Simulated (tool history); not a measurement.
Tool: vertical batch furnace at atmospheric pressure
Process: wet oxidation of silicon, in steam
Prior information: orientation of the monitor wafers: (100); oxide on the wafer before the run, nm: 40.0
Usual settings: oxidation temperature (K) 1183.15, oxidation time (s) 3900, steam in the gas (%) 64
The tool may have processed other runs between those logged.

run	hour	oxidation temperature (K)	oxidation time (s)	steam in the gas (%)	wafers since the last listed run	hours since the last temperature calibration	hours since the steam generator was serviced	hours since the gauge calibration	read-back reference wafer on the same gauge, thickness	oxide thickness on the monitor wafer (angstrom)
1	0	1183.15	5100	64	0	4506.5	1813.7	194.9	157.07	1907.9
2	19.8	1183.15	5100	64	401	4526.3	1833.5	214.7	156.8	1917.1
3	33.3	1183.15	5100	64	273	4539.8	1847	228.2	156.99	1909.6
4	51.9	1183.15	3900	64	376	4558.4	1865.6	246.8	156.79	1587.9
5	84.1	1167.15	5340	64	652	4590.6	1897.8	279	157	1655.9
6	112.2	1167.15	5340	64	569	4618.7	1925.9	307.1	156.91	1656.7
7	130.5	1167.15	5340	64	370	4637	1944.2	325.4	157.18	1664.2
8	166.3	1165.15	3180	64	725	4672.8	1980	361.2	156.96	1151.3
# hour 208.6: thermocouples replaced and temperature profile calibrated
9	209.1	1183.15	3900	53	380	0.5	2022.8	404	156.87	1391.5
10	225.5	1205.15	5130	76	332	16.9	2039.2	420.4	157.05	2642.5
11	261.3	1183.15	3270	64	725	52.7	2075	456.2	157.12	1405.9
12	275.7	1191.15	4650	64	291	67.1	2089.4	470.6	157.04	1921.8
# hour 288.1: gauge calibrated
# hour 308.1: steam generator serviced
13	319	1183.15	3900	64	391	110.4	10.9	30.9	157.12	1577.7
14	342.6	1183.15	3900	64	478	134	34.5	54.5	157.13	1583.6
15	365	1208.15	3900	68	453	156.4	56.9	76.9	157.07	2066.1
16	399.7	1183.15	3900	64	703	191.1	91.6	111.6	156.86	1579.2
17	427.5	1183.15	3900	60	563	218.9	119.4	139.4	156.91	1512.2

Exercise: give the hidden state of the tool at every run:
true tube temperature minus thermocouple reading, K: 0 on each run
steam share off its setpoint, % of the setpoint: 0 on each run
gauge reads high (%): 0 on each run
